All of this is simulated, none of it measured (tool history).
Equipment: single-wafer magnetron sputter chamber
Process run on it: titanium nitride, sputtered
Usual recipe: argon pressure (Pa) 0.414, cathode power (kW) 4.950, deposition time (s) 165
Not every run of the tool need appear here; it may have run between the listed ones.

run    hour  argon pressure (Pa)  cathode power (kW)  deposition time (s)  wafers since the last listed run  wafers on the sputter target  hours since the last manometer calibration  hours since the magnet pack was replaced  hours since the gauge calibration  read-back reference wafer on the same gauge, thickness_nm  mean film thickness on the monitor wafer (nm)
  1     0.0                0.414               4.950                  165                                 0                          3318                                       505.4                                    9809.4                              834.5                                                    164.966                                        161.147
  2    45.3                0.414               4.950                  165                               345                          3663                                       550.7                                    9854.7                              879.8                                                    165.083                                        161.128
  3   129.4                0.414               4.950                  165                               640                          4303                                       634.8                                    9938.8                              963.9                                                    165.134                                        160.223
  4   177.1                0.414               4.950                  165                               363                          4667                                       682.5                                    9986.5                             1011.6                                                    165.008                                        159.709
  5   222.9                0.494               4.950                  165                               348                          5016                                       728.3                                   10032.3                             1057.4                                                    164.886                                        155.527
      287.6  -- sputter target and shields replaced
  6   315.6                0.494               4.950                  165                               645                           213                                       821.0                                   10125.0                             1150.1                                                    164.945                                        157.902
  7   565.6                0.414               5.450                  165                              1904                          2117                                      1071.0                                   10375.0                             1400.1                                                    165.081                                        170.797
  8   637.2                0.486               4.950                  184                               545                          2662                                      1142.6                                   10446.6                             1471.7                                                    165.020                                        175.344
  9   687.3                0.486               4.950                  184                               381                          3044                                      1192.7                                   10496.7                             1521.8                                                    165.039                                        174.863
 10   778.1                0.414               4.950                  165                               691                          3736                                      1283.5                                   10587.5                             1612.6                                                    164.928                                        159.213
 11   873.7                0.257               4.050                  165                               728                          4464                                      1379.1                                   10683.1                             1708.2                                                    165.084                                        152.245
 12   919.1                0.349               6.000                  193                               345                          4810                                      1424.5                                   10728.5                             1753.6                                                    164.923                                        213.492
      951.0  -- magnet pack replaced, of another model than before
      963.0  -- capacitance manometer re-zeroed and calibrated
 13   981.0                0.414               4.950                  165                               349                          5159                                        18.0                                      30.0                             1815.5                                                    165.097                                        159.629
     1000.1  -- sputter target and shields replaced
 14  1068.8                0.299               4.950                  165                               607                           523                                       105.8                                     117.8                             1903.3                                                    164.918                                        167.449
 15  1176.0                0.414               5.550                  165                               816                          1339                                       213.0                                     225.0                             2010.5                                                    164.974                                        173.219
 16  1273.5                0.414               5.400                  188                               742                          2082                                       310.5                                     322.5                             2108.0                                                    165.213                                        193.945
 17  1378.6                0.267               5.600                  177                               800                          2883                                       415.6                                     427.6                             2213.1                                                    164.942                                        191.738
 18  1473.9                0.414               4.950                  165                               725                          3609                                       510.9                                     522.9                             2308.4                                                    165.103                                        160.182
 19  1542.7                0.320               4.450                  146                               524                          4133                                       579.7                                     591.7                             2377.2                                                    165.006                                        136.618
 20  1607.8                0.369               5.600                  178                               495                          4629                                       644.8                                     656.8                             2442.3                                                    164.965                                        188.262
 21  1672.7                0.414               4.950                  165                               494                          5123                                       709.7                                     721.7                             2507.2                                                    165.123                                        160.154
     1798.1  -- gauge calibrated
 22  1809.6                0.414               4.950                  165                              1042                          6166                                       846.6                                     858.6                               11.5                                                    164.985                                        158.772
     1821.5  -- sputter target and shields replaced
 23  1914.6                0.289               5.950                  189                               738                           709                                       951.6                                     963.6                              116.5                                                    165.006                                        213.470
 24  1985.1                0.502               3.950                  152                               537                          1246                                      1022.1                                    1034.1                              187.0                                                    165.145                                        129.440
 25  2023.0                0.414               4.950                  165                               288                          1534                                      1060.0                                    1072.0                              224.9                                                    164.807                                        161.878
 26  2062.3                0.414               4.950                  165                               299                          1834                                      1099.3                                    1111.3                              264.2                                                    165.026                                        161.277
 27  2103.2                0.572               5.450                  165                               311                          2145                                      1140.2                                    1152.2                              305.1                                                    165.097                                        163.740
 28  2205.6                0.414               3.950                  165                               780                          2925                                      1242.6                                    1254.6                              407.5                                                    165.148                                        143.281
 29  2449.8                0.343               5.850                  146                              1860                          4785                                      1486.8                                    1498.8                              651.7                                                    164.838                                        158.052
     2479.3  -- capacitance manometer re-zeroed and calibrated
 30  2487.2                0.550               4.950                  165                               223                          5009                                         7.9                                    1536.2                              689.1                                                    164.994                                        153.747
 31  2567.7                0.275               4.550                  165                               613                          5623                                        88.4                                    1616.7                              769.6                                                    165.166                                        156.171
 32  2625.5                0.414               4.950                  165                               440                          6063                                       146.2                                    1674.5                              827.4                                                    165.111                                        158.791
     2666.2  -- sputter target and shields replaced
 33  2673.9                0.481               4.950                  165                               307                            58                                       194.6                                    1722.9                              875.8                                                    164.859                                        159.990

For some of the steps in mean film thickness on the monitor wafer (nm) from one run to the next: how much would appear even if the tool had no hidden state, given the settings, what came in and random variation, and how much remains for the hidden state plus any gauge scatter that the measured result and the result without hidden state don't share?
The hidden state here: deposition rate above that of a new target (%); true argon pressure above the setpoint (%); gauge reads high (%).
Run 5 -> 6: sputter target and shields replaced. mean film thickness on the monitor wafer (nm) +2.375: hidden state +3.096, all else -0.721.
Run 11 -> 12: argon pressure (Pa) 0.257 -> 0.349, cathode power (kW) 4.050 -> 6.000, deposition time (s) 165 -> 193. mean film thickness on the monitor wafer (nm) +61.247: hidden state -1.498, all else +62.745.
Run 13 -> 14: argon pressure (Pa) 0.414 -> 0.299, sputter target and shields replaced. mean film thickness on the monitor wafer (nm) +7.820: hidden state +3.210, all else +4.610.
Run 22 -> 23: argon pressure (Pa) 0.414 -> 0.289, cathode power (kW) 4.950 -> 5.950, deposition time (s) 165 -> 189, sputter target and shields replaced. mean film thickness on the monitor wafer (nm) +54.698: hidden state +2.661, all else +52.037.
Run 23 -> 24: argon pressure (Pa) 0.289 -> 0.502, cathode power (kW) 5.950 -> 3.950, deposition time (s) 189 -> 152. mean film thickness on the monitor wafer (nm) -84.030: hidden state +0.238, all else -84.268.
Run 32 -> 33: argon pressure (Pa) 0.414 -> 0.481, sputter target and shields replaced. mean film thickness on the monitor wafer (nm) +1.199: hidden state +4.134, all else -2.935.

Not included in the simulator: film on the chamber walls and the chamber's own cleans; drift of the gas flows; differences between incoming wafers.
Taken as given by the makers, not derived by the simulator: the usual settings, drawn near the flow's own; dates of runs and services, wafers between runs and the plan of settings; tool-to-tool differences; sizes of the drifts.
